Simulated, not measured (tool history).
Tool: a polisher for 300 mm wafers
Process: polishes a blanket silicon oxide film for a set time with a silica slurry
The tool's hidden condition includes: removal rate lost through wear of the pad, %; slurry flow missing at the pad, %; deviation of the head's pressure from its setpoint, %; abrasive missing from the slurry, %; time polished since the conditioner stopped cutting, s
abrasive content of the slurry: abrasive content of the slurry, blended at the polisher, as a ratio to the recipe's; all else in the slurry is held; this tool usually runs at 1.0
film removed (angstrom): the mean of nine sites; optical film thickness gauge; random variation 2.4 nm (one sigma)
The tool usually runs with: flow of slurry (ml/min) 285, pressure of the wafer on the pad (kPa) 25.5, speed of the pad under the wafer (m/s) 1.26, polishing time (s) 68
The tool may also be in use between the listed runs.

run	hour	flow of slurry (ml/min)	pressure of the wafer on the pad (kPa)	speed of the pad under the wafer (m/s)	abrasive content of the slurry	polishing time (s)	wafers since the last listed run	wafers polished on this pad	hours since the slurry nozzle was cleaned	hours since the head pressure was calibrated	hours since the slurry blender was calibrated	hours since the conditioning disc was replaced	incoming thickness of the incoming film, nm	film removed (angstrom)
1	0.0	285	25.5	1.26	1.0	68	0	491	480.6	1132.2	270.5	135.5	1453.4	1888
2	8.7	285	25.5	1.26	1.0	68	105	596	489.3	1140.9	279.2	144.2	1464.8	1911
3	25.7	285	25.5	1.26	1.0	68	206	803	506.3	1157.9	296.2	161.2	1441.0	1882
4	37.1	285	25.5	1.26	1.0	68	138	941	517.7	1169.3	307.6	172.6	1467.4	1899
# hour 44.4: conditioning disc replaced and pad reconditioned
5	47.7	285	25.5	1.26	1.0	68	104	1045	528.3	1179.9	318.2	3.3	1485.9	1872
6	61.0	285	25.5	1.26	1.0	68	161	1206	541.6	1193.2	331.5	16.6	1483.6	1815
# hour 65.7: worn pad replaced by a new one
7	68.2	285	25.5	1.26	1.0	68	38	30	548.8	1200.4	338.7	23.8	1458.6	1919
# hour 72.1: slurry nozzle cleaned
# hour 80.6: head pressure recalibrated
8	84.9	285	20.0	1.66	1.0	89	166	196	12.8	4.3	355.4	40.5	1475.6	2343
# hour 88.3: slurry blender recalibrated
9	95.9	285	25.5	1.26	1.0	68	109	305	23.8	15.3	7.6	51.5	1443.3	1939
10	102.6	370	25.5	1.26	1.0	68	81	387	30.5	22.0	14.3	58.2	1464.0	1896
11	117.0	195	25.5	1.08	0.8	68	174	561	44.9	36.4	28.7	72.6	1465.8	1467

Run 12, settings as shown, results not yet in. Your forecast:
12	125.1	285	29.6	1.38	1.2	92	98	660	53.0	44.5	36.8	80.7	1479.3	?

film removed (angstrom): 3475
Without the tool's hidden state the same run would have given film removed (angstrom) 3549.
